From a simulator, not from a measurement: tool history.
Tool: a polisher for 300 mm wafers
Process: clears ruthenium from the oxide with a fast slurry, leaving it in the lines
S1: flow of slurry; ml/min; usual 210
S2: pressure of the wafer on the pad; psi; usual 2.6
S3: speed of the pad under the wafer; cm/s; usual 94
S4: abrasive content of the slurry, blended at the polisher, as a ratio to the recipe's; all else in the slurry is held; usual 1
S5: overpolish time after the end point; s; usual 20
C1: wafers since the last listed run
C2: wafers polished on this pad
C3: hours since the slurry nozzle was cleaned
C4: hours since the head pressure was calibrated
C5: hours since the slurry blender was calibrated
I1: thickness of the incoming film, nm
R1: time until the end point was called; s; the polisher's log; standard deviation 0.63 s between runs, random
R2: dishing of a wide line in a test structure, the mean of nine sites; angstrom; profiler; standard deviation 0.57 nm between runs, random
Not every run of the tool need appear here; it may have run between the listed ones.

run	day	S1	S2	S3	S4	S5	C1	C2	C3	C4	C5	I1	R1	R2
1	0	210	3.1	94	1	20	0	3470	200.8	241.2	548.1	200.2	47.4	473
2	3.954	210	3.1	94	1	20	860	4330	295.7	336.1	643	198.1	47.2	474
# day 7.867: slurry blender recalibrated
# day 12.083: worn pad replaced by a new one
3	15.317	210	3.1	94	1	20	2418	703	568.4	608.8	178.8	199	44.3	479
4	18.312	210	1.9	94	1	20	651	1355	640.3	680.7	250.7	200.5	73.1	362
# day 19.629: head pressure recalibrated
5	19.812	210	1.9	94	1	20	308	1664	676.3	4.4	286.7	199	74.1	361
# day 22.696: slurry nozzle cleaned
6	22.933	210	2.6	74	1	20	670	2334	5.7	79.3	361.6	197.9	62.4	401
7	26.892	210	2.6	74	1	20	861	3195	100.7	174.3	456.6	201.6	66.6	384
8	28.717	175	2.6	124	1	20	397	3592	144.5	218.1	500.4	200.7	45.4	482
9	31.008	210	2.6	94	1.15	20	498	4091	199.5	273.1	555.4	200.8	50.2	444
10	33.417	275	2.6	116	1	20	524	4615	257.3	330.9	613.2	201.6	48.2	477
# day 36.733: slurry blender recalibrated
11	37.375	145	2.6	116	0.9	20	843	5458	352.3	425.9	15.4	200.7	55.8	427
12	39.546	210	2.6	94	1	20	472	5931	404.4	478	67.5	200	58.3	415
13	42.671	210	2.6	94	0.8	20	680	6611	479.4	553	142.5	199.4	74.9	363
# day 44.054: head pressure recalibrated
# day 44.279: worn pad replaced by a new one
14	45.167	175	2.6	94	1	28	488	193	539.3	26.7	202.4	201.3	55.3	520
15	46.742	145	2.9	94	1	20	342	536	577.1	64.5	240.2	198.6	48.3	457
16	48.696	210	3.4	94	1	8	425	961	624	111.4	287.1	202.1	40.1	288
# day 51.7: slurry nozzle cleaned
17	52.175	145	2.1	94	1	28	748	1709	11.4	194.9	370.6	201.2	68.2	471
18	54.383	210	2.6	94	1	20	480	2189	64.4	247.9	423.6	201.3	53.9	436
19	58.092	145	3.1	110	0.75	20	806	2996	153.4	336.9	512.6	198	54.6	445
20	62.221	175	3.2	122	1	25	898	3895	252.5	436	611.7	198.5	36.9	579
21	64.212	210	2.6	74	1	20	433	4328	300.3	483.8	659.5	198.2	64.5	389
# day 65.621: slurry blender recalibrated
22	67.25	210	2.6	94	1	20	642	4971	373.2	556.7	39.1	199.6	56.2	429
# day 71.075: head pressure recalibrated
# day 71.338: worn pad replaced by a new one
23	73.3	210	2.6	94	1.1	20	1262	427	518.4	53.4	184.3	197.2	49.4	459
24	75.938	210	2.6	94	1	20	573	1001	581.7	116.7	247.6	201.2	54	442
# day 79.396: slurry nozzle cleaned
25	79.712	210	2.6	94	1	20	812	1813	7.6	207.3	338.2	197.4	53.3	434
26	92.817	280	2.6	94	0.7	20	2851	4665	322.1	521.8	652.7	198.7	81.2	338
# day 96.904: slurry blender recalibrated
27	96.929	210	2.6	68	1	20	876	5541	420.8	620.5	0.6	201	73.8	375
# day 97.612: worn pad replaced by a new one
28	101.008	210	2.1	94	1	8	851	739	518.7	718.4	98.5	200	67.7	190

Selected run-to-run steps in R1, each split into two signed amounts: the part the tool would show with no hidden state at all (from settings, incoming material and random variation), and the remainder, which goes to the hidden state together with any gauge scatter not common to the measured and the hidden-state-free results:
What the log doesn't record here: removal rate lost through wear of the pad, %; slurry flow missing at the pad, %; deviation of the head's pressure from its setpoint, %; abrasive missing from the slurry, %.
Run 3 -> 4: S2 3.1 -> 1.9. R1 +28.8 s: hidden state +0.6, all else +28.2.
Run 13 -> 14: S1 210 -> 175, S4 0.8 -> 1, S5 20 -> 28, head pressure recalibrated, worn pad replaced by a new one. R1 -19.6 s: hidden state -8.4, all else -11.2.
Run 16 -> 17: S1 210 -> 145, S2 3.4 -> 2.1, S5 8 -> 28, slurry nozzle cleaned. R1 +28.1 s: hidden state +0.4, all else +27.7.
Run 27 -> 28: S2 2.6 -> 2.1, S3 68 -> 94, S5 20 -> 8, worn pad replaced by a new one. R1 -6.1 s: hidden state -4.9, all else -1.2.
